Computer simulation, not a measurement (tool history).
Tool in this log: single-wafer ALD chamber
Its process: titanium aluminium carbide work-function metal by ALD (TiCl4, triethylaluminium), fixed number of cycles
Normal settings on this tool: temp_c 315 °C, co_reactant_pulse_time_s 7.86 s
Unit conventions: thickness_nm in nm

run,hour,temp_c,co_reactant_pulse_time_s,wafers since the last listed run,hours since the last thermocouple change,hours since the last triethylaluminium bottle change,hours since the showerhead was replaced,hours since the gauge calibration,"read-back reference wafer on the same gauge, thickness_nm",thickness_nm
1,0.0,315,7.86,0,1793.3,0.5,5027.4,1252.6,2.436,2.150
2,43.0,315,7.86,687,1836.3,43.5,5070.4,1295.6,2.433,2.132
3,100.0,315,7.86,911,1893.3,100.5,5127.4,1352.6,2.438,2.105
4,140.7,315,7.86,650,1934.0,141.2,5168.1,1393.3,2.441,2.112
5,206.0,315,7.86,1044,1999.3,206.5,5233.4,1458.6,2.441,2.066
6,240.6,315,7.86,553,2033.9,241.1,5268.0,1493.2,2.438,2.063
7,283.0,315,7.86,677,2076.3,283.5,5310.4,1535.6,2.437,2.058
8,330.7,315,7.86,762,2124.0,331.2,5358.1,1583.3,2.438,2.057
9,368.8,315,7.86,609,2162.1,369.3,5396.2,1621.4,2.442,2.038
# hour 383.7: showerhead replaced
10,423.9,315,7.86,753,2217.2,424.4,40.2,1676.5,2.445,2.046
# hour 442.9: gauge calibrated
11,491.7,315,7.86,1084,2285.0,492.2,108.0,48.8,2.447,2.044
12,550.5,315,7.86,940,2343.8,551.0,166.8,107.6,2.437,2.051
13,600.1,315,7.86,793,2393.4,600.6,216.4,157.2,2.440,2.044
14,635.2,315,8.69,561,2428.5,635.7,251.5,192.3,2.438,2.078
# hour 675.8: thermocouple changed; heater temperature recalibrated
15,676.3,315,7.86,529,0.5,676.8,292.6,233.4,2.433,2.029
16,708.6,305,9.73,516,32.8,709.1,324.9,265.7,2.439,2.025
# hour 722.0: triethylaluminium bottle replaced
17,768.2,324,4.72,825,92.4,46.2,384.5,325.3,2.442,2.046
18,812.6,315,4.85,709,136.8,90.6,428.9,369.7,2.440,1.958
19,854.1,323,7.86,663,178.3,132.1,470.4,411.2,2.437,2.147
20,906.8,315,7.86,842,231.0,184.8,523.1,463.9,2.438,2.084
21,968.4,308,6.52,984,292.6,246.4,584.7,525.5,2.439,1.937
22,1039.7,301,6.62,1140,363.9,317.7,656.0,596.8,2.433,1.879
23,1097.1,303,9.23,917,421.3,375.1,713.4,654.2,2.441,1.995
24,1127.8,315,7.86,490,452.0,405.8,744.1,684.9,2.442,2.054
25,1154.5,315,7.86,426,478.7,432.5,770.8,711.6,2.442,2.047
26,1212.4,322,6.94,925,536.6,490.4,828.7,769.5,2.442,2.053
27,1283.7,301,7.86,1140,607.9,561.7,900.0,840.8,2.437,1.924
28,1329.9,323,7.86,738,654.1,607.9,946.2,887.0,2.437,2.085
29,1400.1,301,10.04,1122,724.3,678.1,1016.4,957.2,2.439,1.990
30,1439.8,315,7.86,634,764.0,717.8,1056.1,996.9,2.434,2.017
# hour 1451.8: triethylaluminium bottle replaced
31,1502.7,315,9.69,877,826.9,50.9,1119.0,1059.8,2.442,2.194
32,1567.0,304,7.06,1028,891.2,115.2,1183.3,1124.1,2.439,1.993
33,1636.4,303,9.44,1109,960.6,184.6,1252.7,1193.5,2.447,2.056
34,1692.9,315,7.86,903,1017.1,241.1,1309.2,1250.0,2.439,2.086

Below are 3 alternative next runs, each starting from the tool's condition after run 34. Predict each:
A,1693.3,309,7.86,6,1017.5,241.5,1309.6,1250.4,?,?
B,1693.3,319,7.86,6,1017.5,241.5,1309.6,1250.4,?,?
C,1693.3,302,6.33,6,1017.5,241.5,1309.6,1250.4,?,?

run,"read-back reference wafer on the same gauge, thickness_nm",thickness_nm
A,2.441,2.047
B,2.441,2.123
C,2.441,1.929
Stripped of hidden state, with their random variation kept, the same runs would have yielded:
run,thickness_nm
A,2.115
B,2.193
C,2.007

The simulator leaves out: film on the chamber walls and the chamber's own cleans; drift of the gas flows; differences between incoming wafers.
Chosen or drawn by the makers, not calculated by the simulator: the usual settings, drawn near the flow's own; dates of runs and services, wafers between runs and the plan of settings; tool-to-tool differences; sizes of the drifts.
